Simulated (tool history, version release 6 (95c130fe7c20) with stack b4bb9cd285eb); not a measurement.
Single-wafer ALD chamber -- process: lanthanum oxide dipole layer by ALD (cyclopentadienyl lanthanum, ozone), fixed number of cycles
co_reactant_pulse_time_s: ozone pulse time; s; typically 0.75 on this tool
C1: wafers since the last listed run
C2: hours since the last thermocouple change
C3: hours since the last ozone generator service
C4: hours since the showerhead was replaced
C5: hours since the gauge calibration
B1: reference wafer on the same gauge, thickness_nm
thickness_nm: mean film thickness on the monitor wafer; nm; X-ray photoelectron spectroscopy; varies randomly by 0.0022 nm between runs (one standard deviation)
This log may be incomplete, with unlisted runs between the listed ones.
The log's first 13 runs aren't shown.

{"run": 14, "hour": 398.9, "co_reactant_pulse_time_s": 0.58, "C1": 682, "C2": 2549.8, "C3": 168.4, "C4": 2559.7, "C5": 1026, "B1": 0.424, "thickness_nm": 0.356}
{"run": 15, "hour": 415.1, "co_reactant_pulse_time_s": 0.75, "C1": 331, "C2": 2566, "C3": 184.6, "C4": 2575.9, "C5": 1042.2, "B1": 0.424, "thickness_nm": 0.403}
{"run": 16, "hour": 442.2, "co_reactant_pulse_time_s": 0.93, "C1": 554, "C2": 2593.1, "C3": 211.7, "C4": 2603, "C5": 1069.3, "B1": 0.424, "thickness_nm": 0.433}
{"run": 17, "hour": 469.7, "co_reactant_pulse_time_s": 0.66, "C1": 562, "C2": 2620.6, "C3": 239.2, "C4": 2630.5, "C5": 1096.8, "B1": 0.424, "thickness_nm": 0.376}
{"run": 18, "hour": 493.0, "co_reactant_pulse_time_s": 0.56, "C1": 476, "C2": 2643.9, "C3": 262.5, "C4": 2653.8, "C5": 1120.1, "B1": 0.424, "thickness_nm": 0.347}
{"hour": 524.3, "done": "showerhead replaced"}
{"run": 19, "hour": 524.8, "co_reactant_pulse_time_s": 0.75, "C1": 486, "C2": 2675.7, "C3": 294.3, "C4": 0.5, "C5": 1151.9, "B1": 0.424, "thickness_nm": 0.398}
{"run": 20, "hour": 555.5, "co_reactant_pulse_time_s": 0.86, "C1": 627, "C2": 2706.4, "C3": 325, "C4": 31.2, "C5": 1182.6, "B1": 0.424, "thickness_nm": 0.417}
{"hour": 566.9, "done": "thermocouple changed; heater temperature recalibrated"}
{"run": 21, "hour": 584.4, "co_reactant_pulse_time_s": 0.75, "C1": 427, "C2": 17.5, "C3": 353.9, "C4": 60.1, "C5": 1211.5, "B1": 0.424, "thickness_nm": 0.395}
{"run": 22, "hour": 607.4, "co_reactant_pulse_time_s": 0.75, "C1": 470, "C2": 40.5, "C3": 376.9, "C4": 83.1, "C5": 1234.5, "B1": 0.424, "thickness_nm": 0.393}
{"run": 23, "hour": 621.5, "co_reactant_pulse_time_s": 0.83, "C1": 288, "C2": 54.6, "C3": 391, "C4": 97.2, "C5": 1248.6, "B1": 0.424, "thickness_nm": 0.412}
{"hour": 630.0, "done": "gauge calibrated"}
{"run": 24, "hour": 648.1, "co_reactant_pulse_time_s": 0.88, "C1": 543, "C2": 81.2, "C3": 417.6, "C4": 123.8, "C5": 18.1, "B1": 0.424, "thickness_nm": 0.419}
{"run": 25, "hour": 668.8, "co_reactant_pulse_time_s": 0.94, "C1": 423, "C2": 101.9, "C3": 438.3, "C4": 144.5, "C5": 38.8, "B1": 0.424, "thickness_nm": 0.436}
{"run": 26, "hour": 692.4, "co_reactant_pulse_time_s": 0.75, "C1": 482, "C2": 125.5, "C3": 461.9, "C4": 168.1, "C5": 62.4, "B1": 0.424, "thickness_nm": 0.391}
{"run": 27, "hour": 725.5, "co_reactant_pulse_time_s": 0.75, "C1": 676, "C2": 158.6, "C3": 495, "C4": 201.2, "C5": 95.5, "B1": 0.424, "thickness_nm": 0.39}
{"run": 28, "hour": 753.3, "co_reactant_pulse_time_s": 0.85, "C1": 568, "C2": 186.4, "C3": 522.8, "C4": 229, "C5": 123.3, "B1": 0.424, "thickness_nm": 0.415}
{"run": 29, "hour": 777.3, "co_reactant_pulse_time_s": 0.64, "C1": 490, "C2": 210.4, "C3": 546.8, "C4": 253, "C5": 147.3, "B1": 0.424, "thickness_nm": 0.368}
{"run": 30, "hour": 799.1, "co_reactant_pulse_time_s": 0.62, "C1": 445, "C2": 232.2, "C3": 568.6, "C4": 274.8, "C5": 169.1, "B1": 0.423, "thickness_nm": 0.358}
{"run": 31, "hour": 825.1, "co_reactant_pulse_time_s": 0.99, "C1": 531, "C2": 258.2, "C3": 594.6, "C4": 300.8, "C5": 195.1, "B1": 0.424, "thickness_nm": 0.436}
{"hour": 842.5, "done": "ozone generator serviced"}
{"run": 32, "hour": 918.5, "co_reactant_pulse_time_s": 0.5, "C1": 1746, "C2": 351.6, "C3": 76, "C4": 394.2, "C5": 288.5, "B1": 0.424, "thickness_nm": 0.338}
{"run": 33, "hour": 938.0, "co_reactant_pulse_time_s": 0.75, "C1": 398, "C2": 371.1, "C3": 95.5, "C4": 413.7, "C5": 308, "B1": 0.424, "thickness_nm": 0.406}
{"run": 34, "hour": 960.7, "co_reactant_pulse_time_s": 1.03, "C1": 464, "C2": 393.8, "C3": 118.2, "C4": 436.4, "C5": 330.7, "B1": 0.424, "thickness_nm": 0.454}

Below are 4 alternative next runs, each starting from the tool's condition after run 34. Predict each:
{"run": "A", "hour": 961.1, "co_reactant_pulse_time_s": 0.75, "C1": 8, "C2": 394.2, "C3": 118.6, "C4": 436.8, "C5": 331.1, "B1": "?", "thickness_nm": "?"}
{"run": "B", "hour": 961.1, "co_reactant_pulse_time_s": 0.92, "C1": 8, "C2": 394.2, "C3": 118.6, "C4": 436.8, "C5": 331.1, "B1": "?", "thickness_nm": "?"}
{"run": "C", "hour": 961.1, "co_reactant_pulse_time_s": 0.84, "C1": 8, "C2": 394.2, "C3": 118.6, "C4": 436.8, "C5": 331.1, "B1": "?", "thickness_nm": "?"}
{"run": "D", "hour": 961.1, "co_reactant_pulse_time_s": 0.55, "C1": 8, "C2": 394.2, "C3": 118.6, "C4": 436.8, "C5": 331.1, "B1": "?", "thickness_nm": "?"}

run=A B1=0.423 thickness_nm=0.401
run=B B1=0.423 thickness_nm=0.433
run=C B1=0.423 thickness_nm=0.419
run=D B1=0.423 thickness_nm=0.347
Take away the tool's hidden state, keep each run's random variation, and the runs would have read:
run=A thickness_nm=0.409
run=B thickness_nm=0.441
run=C thickness_nm=0.427
run=D thickness_nm=0.357

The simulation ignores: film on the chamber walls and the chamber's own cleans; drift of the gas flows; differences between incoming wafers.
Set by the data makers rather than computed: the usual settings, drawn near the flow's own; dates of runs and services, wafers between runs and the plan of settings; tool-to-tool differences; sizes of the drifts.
